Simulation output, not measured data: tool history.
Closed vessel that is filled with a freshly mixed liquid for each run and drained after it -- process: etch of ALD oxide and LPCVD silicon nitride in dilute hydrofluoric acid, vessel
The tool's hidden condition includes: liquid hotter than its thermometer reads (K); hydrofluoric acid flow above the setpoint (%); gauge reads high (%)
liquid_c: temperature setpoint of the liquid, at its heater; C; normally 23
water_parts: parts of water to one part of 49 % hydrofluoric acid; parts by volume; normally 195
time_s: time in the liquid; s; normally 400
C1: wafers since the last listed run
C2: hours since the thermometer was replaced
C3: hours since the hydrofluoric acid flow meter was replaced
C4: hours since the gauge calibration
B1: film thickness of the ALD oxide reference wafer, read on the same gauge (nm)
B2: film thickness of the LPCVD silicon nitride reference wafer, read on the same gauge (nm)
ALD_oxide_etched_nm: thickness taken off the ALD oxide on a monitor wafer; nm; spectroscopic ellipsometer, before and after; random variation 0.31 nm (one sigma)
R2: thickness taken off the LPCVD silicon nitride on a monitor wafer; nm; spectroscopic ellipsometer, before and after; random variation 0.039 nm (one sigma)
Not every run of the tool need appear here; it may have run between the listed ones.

run 1 hour=0 | liquid_c=23 water_parts=195 time_s=400 | C1=0 C2=115.6 C3=1289.2 C4=889.1 | B1=139.99 B2=59.977 | ALD_oxide_etched_nm=40.82 R2=0.963
run 2 hour=27.3 | liquid_c=23 water_parts=195 time_s=400 | C1=2271 C2=142.9 C3=1316.5 C4=916.4 | B1=139.99 B2=59.98 | ALD_oxide_etched_nm=41.53 R2=1.012
run 3 hour=53 | liquid_c=23 water_parts=195 time_s=400 | C1=2138 C2=168.6 C3=1342.2 C4=942.1 | B1=140.01 B2=60.026 | ALD_oxide_etched_nm=41.43 R2=1.005
run 4 hour=66 | liquid_c=23 water_parts=195 time_s=400 | C1=1081 C2=181.6 C3=1355.2 C4=955.1 | B1=139.99 B2=60 | ALD_oxide_etched_nm=41.04 R2=0.953
run 5 hour=87 | liquid_c=23 water_parts=195 time_s=400 | C1=1747 C2=202.6 C3=1376.2 C4=976.1 | B1=140 B2=60.054 | ALD_oxide_etched_nm=41.83 R2=1.053
-- hour=97.9 hydrofluoric acid flow meter replaced
run 6 hour=112.4 | liquid_c=23 water_parts=195 time_s=400 | C1=2030 C2=228 C3=14.5 C4=1001.5 | B1=140.01 B2=59.959 | ALD_oxide_etched_nm=39.02 R2=0.964
run 7 hour=133.3 | liquid_c=23 water_parts=195 time_s=620 | C1=1738 C2=248.9 C3=35.4 C4=1022.4 | B1=139.98 B2=59.989 | ALD_oxide_etched_nm=60.92 R2=1.402
run 8 hour=154.2 | liquid_c=26.5 water_parts=290 time_s=470 | C1=1738 C2=269.8 C3=56.3 C4=1043.3 | B1=140.01 B2=59.991 | ALD_oxide_etched_nm=32.01 R2=0.966
run 9 hour=180.2 | liquid_c=25.5 water_parts=195 time_s=535 | C1=2163 C2=295.8 C3=82.3 C4=1069.3 | B1=140.01 B2=60.009 | ALD_oxide_etched_nm=57.7 R2=1.597
run 10 hour=192.2 | liquid_c=19 water_parts=195 time_s=400 | C1=998 C2=307.8 C3=94.3 C4=1081.3 | B1=140 B2=60.013 | ALD_oxide_etched_nm=34.01 R2=0.811
run 11 hour=225 | liquid_c=27 water_parts=290 time_s=400 | C1=2729 C2=340.6 C3=127.1 C4=1114.1 | B1=140 B2=59.98 | ALD_oxide_etched_nm=27.61 R2=0.84
run 12 hour=244.3 | liquid_c=18 water_parts=250 time_s=615 | C1=1605 C2=359.9 C3=146.4 C4=1133.4 | B1=140.01 B2=60.024 | ALD_oxide_etched_nm=37.39 R2=0.764
run 13 hour=343.8 | liquid_c=23 water_parts=195 time_s=305 | C1=8278 C2=459.4 C3=245.9 C4=1232.9 | B1=140.02 B2=60.02 | ALD_oxide_etched_nm=30.02 R2=0.726
run 14 hour=368.2 | liquid_c=18.5 water_parts=195 time_s=165 | C1=2030 C2=483.8 C3=270.3 C4=1257.3 | B1=140 B2=60.011 | ALD_oxide_etched_nm=13.64 R2=0.312
run 15 hour=402.8 | liquid_c=25 water_parts=170 time_s=245 | C1=2878 C2=518.4 C3=304.9 C4=1291.9 | B1=140.01 B2=59.995 | ALD_oxide_etched_nm=30.81 R2=0.728
run 16 hour=436.4 | liquid_c=23 water_parts=195 time_s=400 | C1=2795 C2=552 C3=338.5 C4=1325.5 | B1=140 B2=60.005 | ALD_oxide_etched_nm=39.14 R2=0.91
run 17 hour=464.1 | liquid_c=28 water_parts=275 time_s=520 | C1=2304 C2=579.7 C3=366.2 C4=1353.2 | B1=139.98 B2=59.97 | ALD_oxide_etched_nm=40.4 R2=1.229
-- hour=468.2 thermometer replaced
run 18 hour=496 | liquid_c=27 water_parts=100 time_s=205 | C1=2571 C2=27.8 C3=398.1 C4=1385.1 | B1=139.98 B2=60.014 | ALD_oxide_etched_nm=51.55 R2=1.197
run 19 hour=525.9 | liquid_c=24.5 water_parts=270 time_s=400 | C1=2487 C2=57.7 C3=428 C4=1415 | B1=140.01 B2=59.984 | ALD_oxide_etched_nm=28.19 R2=0.734
-- hour=526.4 gauge calibrated
run 20 hour=555.5 | liquid_c=27 water_parts=195 time_s=400 | C1=2462 C2=87.3 C3=457.6 C4=29.1 | B1=140.01 B2=59.993 | ALD_oxide_etched_nm=45.78 R2=1.229
run 21 hour=580.7 | liquid_c=23 water_parts=195 time_s=530 | C1=2096 C2=112.5 C3=482.8 C4=54.3 | B1=139.99 B2=59.977 | ALD_oxide_etched_nm=53.55 R2=1.239
run 22 hour=600 | liquid_c=18 water_parts=250 time_s=615 | C1=1605 C2=131.8 C3=502.1 C4=73.6 | B1=140.01 B2=59.971 | ALD_oxide_etched_nm=37.91 R2=0.864

What will run 23 give?
run 23 hour=626.3 | liquid_c=24.5 water_parts=195 time_s=400 | C1=2188 C2=158.1 C3=528.4 C4=99.9 | B1=? B2=? | ALD_oxide_etched_nm=? R2=?

B1: 140.01
B2: 60.008
ALD_oxide_etched_nm: 42.01 nm
R2: 1.129 nm
Had the tool carried no hidden state, the very same run would have given ALD_oxide_etched_nm 40.81 nm, R2 1.103 nm.
